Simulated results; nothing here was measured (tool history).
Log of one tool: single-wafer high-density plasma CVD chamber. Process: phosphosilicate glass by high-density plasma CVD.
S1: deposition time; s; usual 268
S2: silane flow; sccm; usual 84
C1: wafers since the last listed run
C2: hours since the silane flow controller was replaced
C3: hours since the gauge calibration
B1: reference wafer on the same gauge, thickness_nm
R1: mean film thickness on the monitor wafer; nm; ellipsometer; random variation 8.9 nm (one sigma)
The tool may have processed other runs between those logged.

run,day,S1,S2,C1,C2,C3,B1,R1
1,0.000,268,84,0,2436.8,429.3,2703.001,2308.618
2,0.767,268,84,138,2455.2,447.7,2700.119,2300.910
3,2.046,268,84,231,2485.9,478.4,2701.918,2298.911
4,2.875,300,84,149,2505.8,498.3,2698.587,2583.693
5,4.225,300,84,244,2538.2,530.7,2697.047,2579.980
6,4.771,268,84,98,2551.3,543.8,2701.945,2318.240
7,8.254,268,84,629,2634.9,627.4,2697.324,2285.529
8,9.229,268,84,176,2658.3,650.8,2694.176,2286.197
9,9.729,289,89,90,2670.3,662.8,2701.152,2622.139
10,11.167,247,84,259,2704.8,697.3,2704.606,2115.602
11,12.325,268,84,209,2732.6,725.1,2694.776,2278.730
# day 12.879: gauge calibrated
12,13.517,268,84,215,2761.2,15.3,2696.574,2271.106
13,14.188,268,84,121,2777.3,31.4,2706.037,2276.497
14,15.154,292,89,174,2800.5,54.6,2700.644,2615.041
15,16.458,292,89,235,2831.8,85.9,2702.675,2601.294
16,17.362,292,89,163,2853.5,107.6,2698.974,2614.947
17,18.662,240,84,234,2884.7,138.8,2699.937,2031.548
18,19.892,268,84,222,2914.2,168.3,2703.713,2259.284
19,21.242,268,78,244,2946.6,200.7,2700.434,2105.117

Forecast run 20:
20,22.179,268,84,169,2969.1,223.2,?,?

{"run 20": {"B1": 2707.535, "R1": 2253.798}}
Had the tool carried no hidden state, the very same run would have given R1 2374.659 nm.

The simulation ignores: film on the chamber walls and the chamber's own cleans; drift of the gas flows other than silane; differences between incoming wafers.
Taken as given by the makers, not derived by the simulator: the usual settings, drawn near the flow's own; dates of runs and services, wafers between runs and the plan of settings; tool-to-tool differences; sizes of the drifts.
